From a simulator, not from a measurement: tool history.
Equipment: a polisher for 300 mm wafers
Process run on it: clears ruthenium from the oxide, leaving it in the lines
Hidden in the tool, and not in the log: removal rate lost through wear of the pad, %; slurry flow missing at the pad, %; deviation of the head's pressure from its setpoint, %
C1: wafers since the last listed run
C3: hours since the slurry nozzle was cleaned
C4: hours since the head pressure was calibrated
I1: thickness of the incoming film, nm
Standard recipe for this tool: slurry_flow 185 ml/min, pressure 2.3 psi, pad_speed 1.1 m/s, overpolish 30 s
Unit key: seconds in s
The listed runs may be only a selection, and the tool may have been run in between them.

{"run": 1, "day": 0.0, "slurry_flow": 185, "pressure": 2.3, "pad_speed": 0.82, "overpolish": 30, "C1": 0, "wafers polished on this pad": 195, "C3": 376.4, "C4": 382.5, "I1": 199.5, "seconds": 247.9}
{"run": 2, "day": 0.608, "slurry_flow": 185, "pressure": 2.3, "pad_speed": 0.82, "overpolish": 30, "C1": 81, "wafers polished on this pad": 276, "C3": 391, "C4": 397.1, "I1": 202.1, "seconds": 255.7}
{"run": 3, "day": 2.942, "slurry_flow": 185, "pressure": 2.3, "pad_speed": 0.82, "overpolish": 30, "C1": 310, "wafers polished on this pad": 587, "C3": 447, "C4": 453.1, "I1": 202.1, "seconds": 258.6}
{"run": 4, "day": 3.771, "slurry_flow": 185, "pressure": 2.3, "pad_speed": 1.1, "overpolish": 30, "C1": 110, "wafers polished on this pad": 698, "C3": 466.9, "C4": 473, "I1": 201.9, "seconds": 199.9}
{"day": 4.1, "done": "worn pad replaced by a new one"}
{"run": 5, "day": 5.046, "slurry_flow": 160, "pressure": 1.9, "pad_speed": 1.1, "overpolish": 30, "C1": 147, "wafers polished on this pad": 126, "C3": 497.5, "C4": 503.6, "I1": 200.1, "seconds": 223.7}
{"run": 6, "day": 6.538, "slurry_flow": 160, "pressure": 1.9, "pad_speed": 1.1, "overpolish": 30, "C1": 198, "wafers polished on this pad": 324, "C3": 533.3, "C4": 539.4, "I1": 198.6, "seconds": 232.3}
{"run": 7, "day": 7.188, "slurry_flow": 185, "pressure": 2.3, "pad_speed": 1, "overpolish": 30, "C1": 86, "wafers polished on this pad": 411, "C3": 548.9, "C4": 555, "I1": 198.1, "seconds": 212.9}
{"run": 8, "day": 8.267, "slurry_flow": 160, "pressure": 2.3, "pad_speed": 1.1, "overpolish": 30, "C1": 143, "wafers polished on this pad": 555, "C3": 574.8, "C4": 580.9, "I1": 199.9, "seconds": 194.6}
{"run": 9, "day": 8.933, "slurry_flow": 185, "pressure": 2.3, "pad_speed": 1.1, "overpolish": 30, "C1": 88, "wafers polished on this pad": 644, "C3": 590.8, "C4": 596.9, "I1": 201.2, "seconds": 203}
{"run": 10, "day": 9.7, "slurry_flow": 185, "pressure": 2.3, "pad_speed": 1.1, "overpolish": 30, "C1": 102, "wafers polished on this pad": 746, "C3": 609.2, "C4": 615.3, "I1": 201.3, "seconds": 193.7}
{"run": 11, "day": 10.775, "slurry_flow": 185, "pressure": 2.3, "pad_speed": 1.1, "overpolish": 39, "C1": 143, "wafers polished on this pad": 889, "C3": 635, "C4": 641.1, "I1": 204.4, "seconds": 209.7}
{"day": 11.492, "done": "worn pad replaced by a new one"}
{"run": 12, "day": 12.192, "slurry_flow": 185, "pressure": 2.3, "pad_speed": 1.1, "overpolish": 39, "C1": 166, "wafers polished on this pad": 93, "C3": 669, "C4": 675.1, "I1": 199.2, "seconds": 183.3}
{"run": 13, "day": 13.158, "slurry_flow": 140, "pressure": 2.3, "pad_speed": 1.1, "overpolish": 30, "C1": 128, "wafers polished on this pad": 221, "C3": 692.2, "C4": 698.3, "I1": 204.5, "seconds": 195}
{"run": 14, "day": 14.183, "slurry_flow": 230, "pressure": 2.3, "pad_speed": 1.1, "overpolish": 30, "C1": 136, "wafers polished on this pad": 358, "C3": 716.8, "C4": 722.9, "I1": 196.8, "seconds": 187.1}
{"run": 15, "day": 14.925, "slurry_flow": 230, "pressure": 2.3, "pad_speed": 1.1, "overpolish": 30, "C1": 98, "wafers polished on this pad": 457, "C3": 734.6, "C4": 740.7, "I1": 199.3, "seconds": 190.1}
{"run": 16, "day": 16.404, "slurry_flow": 185, "pressure": 1.7, "pad_speed": 1.4, "overpolish": 18, "C1": 197, "wafers polished on this pad": 654, "C3": 770.1, "C4": 776.2, "I1": 198.4, "seconds": 208.9}
{"day": 17.004, "done": "slurry nozzle cleaned"}
{"day": 17.733, "done": "worn pad replaced by a new one"}
{"run": 17, "day": 17.862, "slurry_flow": 185, "pressure": 1.5, "pad_speed": 1.22, "overpolish": 18, "C1": 166, "wafers polished on this pad": 17, "C3": 20.6, "C4": 811.2, "I1": 195.4, "seconds": 246.7}
{"run": 18, "day": 19.362, "slurry_flow": 185, "pressure": 2.3, "pad_speed": 1.1, "overpolish": 30, "C1": 199, "wafers polished on this pad": 217, "C3": 56.6, "C4": 847.2, "I1": 199.5, "seconds": 191.4}
{"run": 19, "day": 20.008, "slurry_flow": 185, "pressure": 2.9, "pad_speed": 1.1, "overpolish": 30, "C1": 86, "wafers polished on this pad": 303, "C3": 72.1, "C4": 862.7, "I1": 204, "seconds": 155.7}
{"run": 20, "day": 20.971, "slurry_flow": 220, "pressure": 2.3, "pad_speed": 1.46, "overpolish": 30, "C1": 128, "wafers polished on this pad": 431, "C3": 95.2, "C4": 885.8, "I1": 199.8, "seconds": 148.2}
{"run": 21, "day": 22.312, "slurry_flow": 145, "pressure": 2.6, "pad_speed": 1, "overpolish": 30, "C1": 178, "wafers polished on this pad": 610, "C3": 127.4, "C4": 918, "I1": 198, "seconds": 194.5}
{"day": 22.879, "done": "head pressure recalibrated"}
{"run": 22, "day": 22.904, "slurry_flow": 240, "pressure": 2.5, "pad_speed": 1.28, "overpolish": 21, "C1": 67, "wafers polished on this pad": 677, "C3": 141.6, "C4": 0.6, "I1": 197.7, "seconds": 153.8}
{"day": 23.875, "done": "worn pad replaced by a new one"}
{"run": 23, "day": 25.067, "slurry_flow": 185, "pressure": 2.3, "pad_speed": 1.1, "overpolish": 30, "C1": 265, "wafers polished on this pad": 158, "C3": 193.5, "C4": 52.5, "I1": 201, "seconds": 183.2}
{"run": 24, "day": 25.938, "slurry_flow": 135, "pressure": 2.3, "pad_speed": 1.1, "overpolish": 30, "C1": 116, "wafers polished on this pad": 275, "C3": 214.4, "C4": 73.4, "I1": 200.9, "seconds": 198}
{"run": 25, "day": 27.404, "slurry_flow": 220, "pressure": 1.5, "pad_speed": 1.24, "overpolish": 30, "C1": 195, "wafers polished on this pad": 470, "C3": 249.6, "C4": 108.6, "I1": 200.3, "seconds": 258.8}
{"run": 26, "day": 28.383, "slurry_flow": 160, "pressure": 3, "pad_speed": 0.86, "overpolish": 35, "C1": 130, "wafers polished on this pad": 600, "C3": 273.1, "C4": 132.1, "I1": 202.1, "seconds": 203.1}
{"run": 27, "day": 29.696, "slurry_flow": 165, "pressure": 2.1, "pad_speed": 1.1, "overpolish": 35, "C1": 174, "wafers polished on this pad": 775, "C3": 304.6, "C4": 163.6, "I1": 201.3, "seconds": 221.8}
{"day": 30.171, "done": "worn pad replaced by a new one"}
{"run": 28, "day": 30.358, "slurry_flow": 185, "pressure": 2.3, "pad_speed": 1.1, "overpolish": 30, "C1": 66, "wafers polished on this pad": 24, "C3": 320.5, "C4": 179.5, "I1": 198, "seconds": 178.2}
{"run": 29, "day": 31.1, "slurry_flow": 185, "pressure": 2.9, "pad_speed": 1.1, "overpolish": 44, "C1": 98, "wafers polished on this pad": 123, "C3": 338.3, "C4": 197.3, "I1": 202.1, "seconds": 148.9}
{"run": 30, "day": 32.125, "slurry_flow": 185, "pressure": 2.3, "pad_speed": 1.3, "overpolish": 30, "C1": 136, "wafers polished on this pad": 260, "C3": 362.9, "C4": 221.9, "I1": 203.3, "seconds": 165}
{"run": 31, "day": 32.712, "slurry_flow": 185, "pressure": 2.3, "pad_speed": 0.9, "overpolish": 24, "C1": 78, "wafers polished on this pad": 338, "C3": 377, "C4": 236, "I1": 203.3, "seconds": 238}

What if the next run were any one of these 5? Each begins from the tool's condition after run 31:
{"run": "A", "day": 32.733, "slurry_flow": 185, "pressure": 2.3, "pad_speed": 1.24, "overpolish": 30, "C1": 2, "wafers polished on this pad": 341, "C3": 377.5, "C4": 236.5, "I1": 199.6, "seconds": "?"}
{"run": "B", "day": 32.733, "slurry_flow": 230, "pressure": 2.3, "pad_speed": 1.46, "overpolish": 30, "C1": 2, "wafers polished on this pad": 341, "C3": 377.5, "C4": 236.5, "I1": 199.6, "seconds": "?"}
{"run": "C", "day": 32.733, "slurry_flow": 215, "pressure": 2.3, "pad_speed": 0.88, "overpolish": 17, "C1": 2, "wafers polished on this pad": 341, "C3": 377.5, "C4": 236.5, "I1": 199.6, "seconds": "?"}
{"run": "D", "day": 32.733, "slurry_flow": 185, "pressure": 2.3, "pad_speed": 0.74, "overpolish": 30, "C1": 2, "wafers polished on this pad": 341, "C3": 377.5, "C4": 236.5, "I1": 199.6, "seconds": "?"}
{"run": "E", "day": 32.733, "slurry_flow": 140, "pressure": 2.3, "pad_speed": 1.1, "overpolish": 24, "C1": 2, "wafers polished on this pad": 341, "C3": 377.5, "C4": 236.5, "I1": 199.6, "seconds": "?"}

run=A seconds=171.7
run=B seconds=143.7
run=C seconds=236.5
run=D seconds=283.1
run=E seconds=197.7
With no hidden state in the tool, these same runs would have given:
run=A seconds=154
run=B seconds=128.9
run=C seconds=212.1
run=D seconds=253.9
run=E seconds=177.3

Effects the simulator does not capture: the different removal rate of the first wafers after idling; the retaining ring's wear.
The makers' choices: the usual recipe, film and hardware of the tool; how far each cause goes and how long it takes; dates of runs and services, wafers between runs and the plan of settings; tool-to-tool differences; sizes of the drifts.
